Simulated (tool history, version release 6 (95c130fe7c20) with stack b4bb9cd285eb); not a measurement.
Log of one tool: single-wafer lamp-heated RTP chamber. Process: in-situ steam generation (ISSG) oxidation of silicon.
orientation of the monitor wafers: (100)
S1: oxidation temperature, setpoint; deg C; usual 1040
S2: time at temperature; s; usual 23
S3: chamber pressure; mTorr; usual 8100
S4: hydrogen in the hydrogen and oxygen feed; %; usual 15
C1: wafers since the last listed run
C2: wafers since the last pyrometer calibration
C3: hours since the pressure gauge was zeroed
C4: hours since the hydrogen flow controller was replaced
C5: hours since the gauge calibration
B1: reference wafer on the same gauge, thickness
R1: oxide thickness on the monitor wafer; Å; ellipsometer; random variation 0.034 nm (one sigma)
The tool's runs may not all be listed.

run	hour	S1	S2	S3	S4	C1	C2	C3	C4	C5	B1	R1
1	0	1040	23	8100	15	0	326	4272.8	6478.3	328	5.337	63.07
2	32	1040	23	8100	15	466	792	4304.8	6510.3	360	5.328	62.1
3	45	1040	23	8100	15	189	982	4317.8	6523.3	373	5.336	62.7
4	65.8	1040	23	8100	15	303	1285	4338.6	6544.1	393.8	5.337	63.19
# hour 90.8: gauge calibrated
5	91.8	1040	23	8100	15	379	1665	4364.6	6570.1	1	5.327	62.22
6	107.3	1040	29	8100	15	226	1891	4380.1	6585.6	16.5	5.334	70.75
7	130.5	1040	29	8100	15	338	2229	4403.3	6608.8	39.7	5.329	71.47
# hour 149.3: pyrometer window cleaned and pyrometer calibrated
8	164.1	1040	23	8100	15	373	215	4436.9	6642.4	73.3	5.335	62.72
9	179.1	1040	23	8100	15	218	434	4451.9	6657.4	88.3	5.33	62.72
10	210.2	1040	28	8100	15	453	888	4483	6688.5	119.4	5.322	69.36
# hour 229.9: hydrogen flow controller replaced
11	253.5	1040	28	8100	15	514	1403	4526.3	23.6	162.7	5.322	69.57
12	279.2	1040	30	8100	15	374	1777	4552	49.3	188.4	5.34	72.38
# hour 302: pyrometer window cleaned and pyrometer calibrated
13	311.9	1040	30	8100	15	360	145	4584.7	82	221.1	5.324	71.75
14	339.9	1040	28	7000	11	408	553	4612.7	110	249.1	5.325	64.56
15	367.6	1026	23	8100	21	404	957	4640.4	137.7	276.8	5.332	63.27
# hour 388.3: pressure gauge zeroed
16	388.8	1040	23	8600	15	192	1150	0.5	158.9	298	5.33	62.34
17	417.9	1040	23	8100	15	424	1574	29.6	188	327.1	5.332	62.9
18	452.9	1040	15	8100	15	510	2085	64.6	223	362.1	5.324	49.71
# hour 461.4: pyrometer window cleaned and pyrometer calibrated
19	480.2	1040	23	8100	15	281	273	91.9	250.3	389.4	5.329	62.7
20	502.8	1024	18	8100	23	329	603	114.5	272.9	412	5.326	55.78
# hour 520.9: gauge calibrated
21	572.3	1031	23	8100	11	1013	1617	184	342.4	51.4	5.332	56.2
22	585.5	1040	23	8100	11	192	1809	197.2	355.6	64.6	5.321	58.43
23	614.5	1040	23	8100	15	423	2232	226.2	384.6	93.6	5.329	62.51
# hour 642.9: pyrometer window cleaned and pyrometer calibrated
24	643.4	1040	23	9200	12	304	6	255.1	413.5	122.5	5.334	58.98
25	662.8	1040	23	8100	15	282	289	274.5	432.9	141.9	5.331	62.9
26	687.2	1058	23	8500	15	355	645	298.9	457.3	166.3	5.325	69.54

How the hidden state differs across the entries between the runs, from the last listed run before each to the first after it:
Between runs 4 and 5: gauge calibrated (hour 90.8)
  no hidden state differs between the two runs
Between runs 7 and 8: pyrometer window cleaned and pyrometer calibrated (hour 149.3)
  no hidden state differs between the two runs
Between runs 10 and 11: hydrogen flow controller replaced (hour 229.9)
  no hidden state differs between the two runs
Between runs 12 and 13: pyrometer window cleaned and pyrometer calibrated (hour 302)
  no hidden state differs between the two runs
Between runs 15 and 16: pressure gauge zeroed (hour 388.3)
  no hidden state differs between the two runs
Between runs 18 and 19: pyrometer window cleaned and pyrometer calibrated (hour 461.4)
  no hidden state differs between the two runs
Between runs 20 and 21: gauge calibrated (hour 520.9)
  no hidden state differs between the two runs
Between runs 23 and 24: pyrometer window cleaned and pyrometer calibrated (hour 642.9)
  no hidden state differs between the two runs

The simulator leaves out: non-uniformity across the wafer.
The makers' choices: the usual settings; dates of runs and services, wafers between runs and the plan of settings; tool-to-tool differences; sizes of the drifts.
